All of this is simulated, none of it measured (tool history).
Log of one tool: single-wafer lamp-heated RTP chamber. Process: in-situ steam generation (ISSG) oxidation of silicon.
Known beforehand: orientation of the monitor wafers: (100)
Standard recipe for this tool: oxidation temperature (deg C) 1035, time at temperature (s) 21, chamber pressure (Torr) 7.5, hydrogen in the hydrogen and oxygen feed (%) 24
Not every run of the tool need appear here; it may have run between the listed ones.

run,day,oxidation temperature (deg C),time at temperature (s),chamber pressure (Torr),hydrogen in the hydrogen and oxygen feed (%),wafers since the last listed run,wafers since the last pyrometer calibration,hours since the pressure gauge was zeroed,hours since the hydrogen flow controller was replaced,hours since the gauge calibration,"read-back reference wafer on the same gauge, thickness",oxide thickness on the monitor wafer (Å)
1,0.000,1035,21,7.5,22,0,1426,2859.3,4699.5,381.6,7.275,71.70
2,1.821,1035,21,7.5,24,512,1939,2903.0,4743.2,425.3,7.273,74.15
3,3.804,1035,21,7.5,24,558,2497,2950.6,4790.8,472.9,7.279,74.07
4,5.675,1035,21,7.5,24,526,3023,2995.5,4835.7,517.8,7.281,74.45
5,8.621,1035,21,7.5,24,828,3852,3066.2,4906.4,588.5,7.282,75.08
6,9.767,1035,21,7.5,24,322,4174,3093.7,4933.9,616.0,7.279,74.52
7,12.558,1035,21,7.5,24,785,4960,3160.7,5000.9,683.0,7.281,75.06
8,14.421,1035,21,7.5,24,524,5484,3205.4,5045.6,727.7,7.278,75.34
9,16.221,1035,21,7.5,24,506,5990,3248.6,5088.8,770.9,7.275,75.16
10,18.754,1035,21,7.5,24,712,6703,3309.4,5149.6,831.7,7.277,75.35
11,20.371,1035,21,7.5,24,454,7158,3348.2,5188.4,870.5,7.284,75.20
# day 21.179: pyrometer window cleaned and pyrometer calibrated
12,23.183,1017,26,6.9,32,697,564,3415.7,5255.9,938.0,7.281,80.18
13,24.888,1017,26,6.9,32,479,1043,3456.6,5296.8,978.9,7.282,80.40
14,26.429,1046,24,6.9,15,433,1477,3493.6,5333.8,1015.9,7.279,74.28
# day 28.571: gauge calibrated
# day 28.621: hydrogen flow controller replaced
15,28.850,1043,24,8.6,17,587,2064,3551.7,5.5,6.7,7.283,76.22
# day 29.500: pressure gauge zeroed
16,30.983,1042,21,7.5,17,506,2571,35.6,56.7,57.9,7.281,70.30
17,33.821,1045,21,7.5,18,798,3369,103.7,124.8,126.0,7.283,73.15
18,34.896,1018,28,7.5,24,302,3672,129.5,150.6,151.8,7.280,78.40
19,37.500,1035,21,7.5,24,732,4405,192.0,213.1,214.3,7.280,75.17
20,40.279,1035,21,7.5,24,782,5187,258.7,279.8,281.0,7.278,75.11

Consider 3 possible next runs. They are alternatives, not a sequence: every one starts from the tool as it was left by run 20. What does each give?
A,40.296,1035,21,7.5,24,4,5191,259.1,280.2,281.4,?,?
B,40.296,1048,18,6.9,24,4,5191,259.1,280.2,281.4,?,?
C,40.296,1035,21,7.5,31,4,5191,259.1,280.2,281.4,?,?

run,"read-back reference wafer on the same gauge, thickness",oxide thickness on the monitor wafer (Å)
A,7.277,75.66
B,7.277,74.68
C,7.277,80.94
The same runs, with their run-to-run variation unchanged, on a tool lacking any hidden condition would have given:
run,oxide thickness on the monitor wafer (Å)
A,72.90
B,71.87
C,77.99

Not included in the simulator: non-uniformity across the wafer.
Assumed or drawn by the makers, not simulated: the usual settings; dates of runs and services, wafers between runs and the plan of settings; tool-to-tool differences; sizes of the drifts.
